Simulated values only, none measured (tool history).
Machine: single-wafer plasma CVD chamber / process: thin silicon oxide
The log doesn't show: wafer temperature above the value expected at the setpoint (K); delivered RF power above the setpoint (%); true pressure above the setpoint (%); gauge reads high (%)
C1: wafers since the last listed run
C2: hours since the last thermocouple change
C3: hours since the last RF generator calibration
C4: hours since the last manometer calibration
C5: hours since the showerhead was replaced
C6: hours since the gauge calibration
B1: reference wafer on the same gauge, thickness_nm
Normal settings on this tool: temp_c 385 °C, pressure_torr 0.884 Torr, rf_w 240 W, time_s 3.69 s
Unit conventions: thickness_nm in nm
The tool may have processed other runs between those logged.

Run 1, hour 0: usual settings; C1 0; C2 772.9; C3 1149.3; C4 3131.8; C5 3083.5; C6 596.2; B1 7.555. Result: thickness_nm 6.49 nm.
Run 2, hour 34.5: usual settings; C1 1062; C2 807.4; C3 1183.8; C4 3166.3; C5 3118; C6 630.7; B1 7.563. Result: thickness_nm 6.508 nm.
Run 3, hour 53.2: usual settings but time_s 4.1 s; C1 576; C2 826.1; C3 1202.5; C4 3185; C5 3136.7; C6 649.4; B1 7.572. Result: thickness_nm 7.178 nm.
Run 4, hour 71.9: usual settings but time_s 4.1 s; C1 576; C2 844.8; C3 1221.2; C4 3203.7; C5 3155.4; C6 668.1; B1 7.559. Result: thickness_nm 7.228 nm.
Run 5, hour 103.7: usual settings but time_s 4.1 s; C1 979; C2 876.6; C3 1253; C4 3235.5; C5 3187.2; C6 699.9; B1 7.561. Result: thickness_nm 7.221 nm.
Run 6, hour 123.9: usual settings; C1 622; C2 896.8; C3 1273.2; C4 3255.7; C5 3207.4; C6 720.1; B1 7.552. Result: thickness_nm 6.552 nm.
Run 7, hour 139: usual settings; C1 465; C2 911.9; C3 1288.3; C4 3270.8; C5 3222.5; C6 735.2; B1 7.564. Result: thickness_nm 6.446 nm.
At hour 170.2: showerhead replaced.
Run 8, hour 170.7: usual settings; C1 730; C2 943.6; C3 1320; C4 3302.5; C5 0.5; C6 766.9; B1 7.555. Result: thickness_nm 6.431 nm.
At hour 196.2: capacitance manometer re-zeroed and calibrated.
Run 9, hour 196.7: usual settings; C1 554; C2 969.6; C3 1346; C4 0.5; C5 26.5; C6 792.9; B1 7.562. Result: thickness_nm 7.149 nm.
Run 10, hour 214.3: usual settings; C1 542; C2 987.2; C3 1363.6; C4 18.1; C5 44.1; C6 810.5; B1 7.557. Result: thickness_nm 7.109 nm.
Run 11, hour 243.6: usual settings but pressure_torr 0.682 Torr, rf_w 260 W; C1 902; C2 1016.5; C3 1392.9; C4 47.4; C5 73.4; C6 839.8; B1 7.555. Result: thickness_nm 5.517 nm.
At hour 254: thermocouple changed; heater temperature recalibrated.
Run 12, hour 264.3: usual settings; C1 391; C2 10.3; C3 1413.6; C4 68.1; C5 94.1; C6 860.5; B1 7.559. Result: thickness_nm 6.981 nm.
Run 13, hour 297.5: usual settings but temp_c 371 °C, rf_w 270 W; C1 1022; C2 43.5; C3 1446.8; C4 101.3; C5 127.3; C6 893.7; B1 7.557. Result: thickness_nm 7.538 nm.
Run 14, hour 317.2: usual settings but temp_c 399 °C, pressure_torr 0.672 Torr; C1 606; C2 63.2; C3 1466.5; C4 121; C5 147; C6 913.4; B1 7.562. Result: thickness_nm 5.041 nm.
Run 15, hour 346: usual settings but pressure_torr 0.827 Torr, rf_w 285 W; C1 887; C2 92; C3 1495.3; C4 149.8; C5 175.8; C6 942.2; B1 7.554. Result: thickness_nm 7.17 nm.
Run 16, hour 363.4: usual settings but time_s 2.99 s; C1 535; C2 109.4; C3 1512.7; C4 167.2; C5 193.2; C6 959.6; B1 7.555. Result: thickness_nm 5.616 nm.
At hour 377.6: gauge calibrated.
Run 17, hour 395.1: usual settings but rf_w 195 W; C1 976; C2 141.1; C3 1544.4; C4 198.9; C5 224.9; C6 17.5; B1 7.555. Result: thickness_nm 6.26 nm.
Run 18, hour 422.5: usual settings; C1 843; C2 168.5; C3 1571.8; C4 226.3; C5 252.3; C6 44.9; B1 7.563. Result: thickness_nm 7.031 nm.
Run 19, hour 435.5: usual settings but temp_c 372 °C, pressure_torr 0.742 Torr, rf_w 195 W, time_s 4.29 s; C1 400; C2 181.5; C3 1584.8; C4 239.3; C5 265.3; C6 57.9; B1 7.548. Result: thickness_nm 6.116 nm.
Run 20, hour 449.8: usual settings but temp_c 398 °C, pressure_torr 1.094 Torr, rf_w 270 W, time_s 4.24 s; C1 440; C2 195.8; C3 1599.1; C4 253.6; C5 279.6; C6 72.2; B1 7.566. Result: thickness_nm 10.088 nm.
At hour 471.6: RF generator calibrated.
Run 21, hour 472.1: usual settings but pressure_torr 0.822 Torr, time_s 4.3 s; C1 440; C2 218.1; C3 0.5; C4 275.9; C5 301.9; C6 94.5; B1 7.564. Result: thickness_nm 7.518 nm.
Run 22, hour 555: usual settings but temp_c 391 °C, pressure_torr 0.675 Torr; C1 2553; C2 301; C3 83.4; C4 358.8; C5 384.8; C6 177.4; B1 7.558. Result: thickness_nm 5.033 nm.
Run 23, hour 580.1: usual settings; C1 773; C2 326.1; C3 108.5; C4 383.9; C5 409.9; C6 202.5; B1 7.56. Result: thickness_nm 6.971 nm.
Run 24, hour 596.3: usual settings but rf_w 280 W; C1 499; C2 342.3; C3 124.7; C4 400.1; C5 426.1; C6 218.7; B1 7.552. Result: thickness_nm 7.412 nm.
Run 25, hour 622.5: usual settings but temp_c 391 °C; C1 807; C2 368.5; C3 150.9; C4 426.3; C5 452.3; C6 244.9; B1 7.562. Result: thickness_nm 6.897 nm.
Run 26, hour 638.5: usual settings but pressure_torr 0.678 Torr, rf_w 215 W, time_s 4.14 s; C1 492; C2 384.5; C3 166.9; C4 442.3; C5 468.3; C6 260.9; B1 7.557. Result: thickness_nm 5.387 nm.
Run 27, hour 659.7: usual settings; C1 653; C2 405.7; C3 188.1; C4 463.5; C5 489.5; C6 282.1; B1 7.563. Result: thickness_nm 6.832 nm.
Run 28, hour 687.8: usual settings but pressure_torr 1.014 Torr; C1 865; C2 433.8; C3 216.2; C4 491.6; C5 517.6; C6 310.2; B1 7.554. Result: thickness_nm 7.801 nm.
Run 29, hour 795.7: usual settings but temp_c 373 °C, time_s 3.99 s; C1 3323; C2 541.7; C3 324.1; C4 599.5; C5 625.5; C6 418.1; B1 7.555. Result: thickness_nm 7.451 nm.

Forecast each of these 4 alternatives for the next run:
Run A, hour 796.1: usual settings; C1 12; C2 542.1; C3 324.5; C4 599.9; C5 625.9; C6 418.5; B1 ?. Result: thickness_nm ?.
Run B, hour 796.1: usual settings but temp_c 393 °C, rf_w 265 W, time_s 3.89 s; C1 12; C2 542.1; C3 324.5; C4 599.9; C5 625.9; C6 418.5; B1 ?. Result: thickness_nm ?.
Run C, hour 796.1: usual settings but temp_c 399 °C, rf_w 200 W, time_s 3.08 s; C1 12; C2 542.1; C3 324.5; C4 599.9; C5 625.9; C6 418.5; B1 ?. Result: thickness_nm ?.
Run D, hour 796.1: usual settings but pressure_torr 1.099 Torr; C1 12; C2 542.1; C3 324.5; C4 599.9; C5 625.9; C6 418.5; B1 ?. Result: thickness_nm ?.

run     B1  thickness_nm
  A  7.554         6.825
  B  7.554           7.5
  C  7.554          5.13
  D  7.554          8.25
Stripped of hidden state, with their random variation kept, the same runs would have yielded:
run  thickness_nm
  A         7.094
  B         7.796
  C         5.333
  D         8.506
